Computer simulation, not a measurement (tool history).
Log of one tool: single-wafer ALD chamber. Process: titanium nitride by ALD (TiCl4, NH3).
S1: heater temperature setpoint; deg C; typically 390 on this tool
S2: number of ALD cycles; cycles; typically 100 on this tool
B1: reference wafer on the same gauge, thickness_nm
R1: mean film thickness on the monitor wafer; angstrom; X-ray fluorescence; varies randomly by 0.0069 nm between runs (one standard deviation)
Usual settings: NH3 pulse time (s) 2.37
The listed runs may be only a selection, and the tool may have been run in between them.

run 1 hour=0 | S1=390 S2=100 NH3_pulse_time_(s)=2.37 | B1=1.97 | R1=20.93
run 2 hour=97.5 | S1=390 S2=100 NH3_pulse_time_(s)=2.37 | B1=1.97 | R1=20.9
run 3 hour=146.5 | S1=390 S2=100 NH3_pulse_time_(s)=2.37 | B1=1.968 | R1=21
run 4 hour=214.7 | S1=383 S2=100 NH3_pulse_time_(s)=2.37 | B1=1.972 | R1=20.89
run 5 hour=289.1 | S1=390 S2=100 NH3_pulse_time_(s)=2.37 | B1=1.972 | R1=21.13
run 6 hour=393.3 | S1=390 S2=100 NH3_pulse_time_(s)=2.37 | B1=1.972 | R1=21.05
run 7 hour=501.1 | S1=390 S2=100 NH3_pulse_time_(s)=2.37 | B1=1.969 | R1=21.14
run 8 hour=537.9 | S1=390 S2=100 NH3_pulse_time_(s)=2.37 | B1=1.97 | R1=21.06
run 9 hour=630.2 | S1=390 S2=100 NH3_pulse_time_(s)=2.37 | B1=1.97 | R1=20.95
run 10 hour=695.8 | S1=390 S2=100 NH3_pulse_time_(s)=2.37 | B1=1.969 | R1=20.98
run 11 hour=784.7 | S1=390 S2=112 NH3_pulse_time_(s)=2.37 | B1=1.97 | R1=23.44
run 12 hour=1026.1 | S1=381 S2=100 NH3_pulse_time_(s)=2.37 | B1=1.969 | R1=20.84
run 13 hour=1089 | S1=378 S2=100 NH3_pulse_time_(s)=1.71 | B1=1.971 | R1=20.64
run 14 hour=1176.4 | S1=378 S2=100 NH3_pulse_time_(s)=1.71 | B1=1.97 | R1=20.58
run 15 hour=1246 | S1=390 S2=100 NH3_pulse_time_(s)=2.37 | B1=1.971 | R1=21.12
run 16 hour=1320 | S1=386 S2=100 NH3_pulse_time_(s)=2.04 | B1=1.971 | R1=20.77
-- hour=1339.9 thermocouple changed; heater temperature recalibrated
run 17 hour=1425.6 | S1=386 S2=100 NH3_pulse_time_(s)=2.04 | B1=1.97 | R1=20.97
run 18 hour=1497.5 | S1=386 S2=100 NH3_pulse_time_(s)=2.04 | B1=1.97 | R1=20.8
run 19 hour=1570.9 | S1=390 S2=100 NH3_pulse_time_(s)=2.37 | B1=1.97 | R1=20.91
run 20 hour=1626.4 | S1=390 S2=100 NH3_pulse_time_(s)=2.37 | B1=1.971 | R1=21.05
run 21 hour=1689.8 | S1=379 S2=84 NH3_pulse_time_(s)=3.31 | B1=1.97 | R1=17.67
run 22 hour=1896.2 | S1=383 S2=93 NH3_pulse_time_(s)=2.99 | B1=1.969 | R1=19.57
run 23 hour=1985 | S1=386 S2=100 NH3_pulse_time_(s)=2.04 | B1=1.971 | R1=20.89
-- hour=2000.8 gauge calibrated
run 24 hour=2077.7 | S1=402 S2=92 NH3_pulse_time_(s)=2.87 | B1=1.968 | R1=19.53
run 25 hour=2183.5 | S1=385 S2=82 NH3_pulse_time_(s)=2.76 | B1=1.969 | R1=17.23
run 26 hour=2409.9 | S1=381 S2=100 NH3_pulse_time_(s)=3.27 | B1=1.971 | R1=21.07
run 27 hour=2515.3 | S1=402 S2=114 NH3_pulse_time_(s)=1.43 | B1=1.971 | R1=23.85
-- hour=2556.1 showerhead replaced
run 28 hour=2573.5 | S1=395 S2=107 NH3_pulse_time_(s)=3.18 | B1=1.97 | R1=22.83
run 29 hour=2666 | S1=390 S2=100 NH3_pulse_time_(s)=2.04 | B1=1.97 | R1=20.87
run 30 hour=2716.2 | S1=399 S2=100 NH3_pulse_time_(s)=1.98 | B1=1.969 | R1=21.02
run 31 hour=2815.9 | S1=390 S2=100 NH3_pulse_time_(s)=2.37 | B1=1.97 | R1=21.05
run 32 hour=2896.4 | S1=402 S2=83 NH3_pulse_time_(s)=1.86 | B1=1.972 | R1=17.51
run 33 hour=3093.8 | S1=390 S2=100 NH3_pulse_time_(s)=2.37 | B1=1.971 | R1=20.98
run 34 hour=3188 | S1=390 S2=100 NH3_pulse_time_(s)=1.73 | B1=1.97 | R1=20.84
run 35 hour=3230.1 | S1=390 S2=100 NH3_pulse_time_(s)=1.44 | B1=1.969 | R1=20.64
run 36 hour=3324.2 | S1=403 S2=100 NH3_pulse_time_(s)=2.37 | B1=1.969 | R1=21.24
run 37 hour=3493.8 | S1=400 S2=100 NH3_pulse_time_(s)=2.81 | B1=1.971 | R1=21.28
run 38 hour=3595.4 | S1=390 S2=100 NH3_pulse_time_(s)=2.37 | B1=1.97 | R1=20.98
run 39 hour=3653.2 | S1=390 S2=90 NH3_pulse_time_(s)=2.37 | B1=1.971 | R1=18.82
run 40 hour=3747.7 | S1=390 S2=100 NH3_pulse_time_(s)=2.37 | B1=1.97 | R1=20.95
run 41 hour=3827.4 | S1=390 S2=84 NH3_pulse_time_(s)=1.69 | B1=1.971 | R1=17.46

Exercise: give the hidden state of the tool at every run:
wafer temperature above the value expected at the setpoint (K): 0 on each run
gauge reads high (%): 0 on each run

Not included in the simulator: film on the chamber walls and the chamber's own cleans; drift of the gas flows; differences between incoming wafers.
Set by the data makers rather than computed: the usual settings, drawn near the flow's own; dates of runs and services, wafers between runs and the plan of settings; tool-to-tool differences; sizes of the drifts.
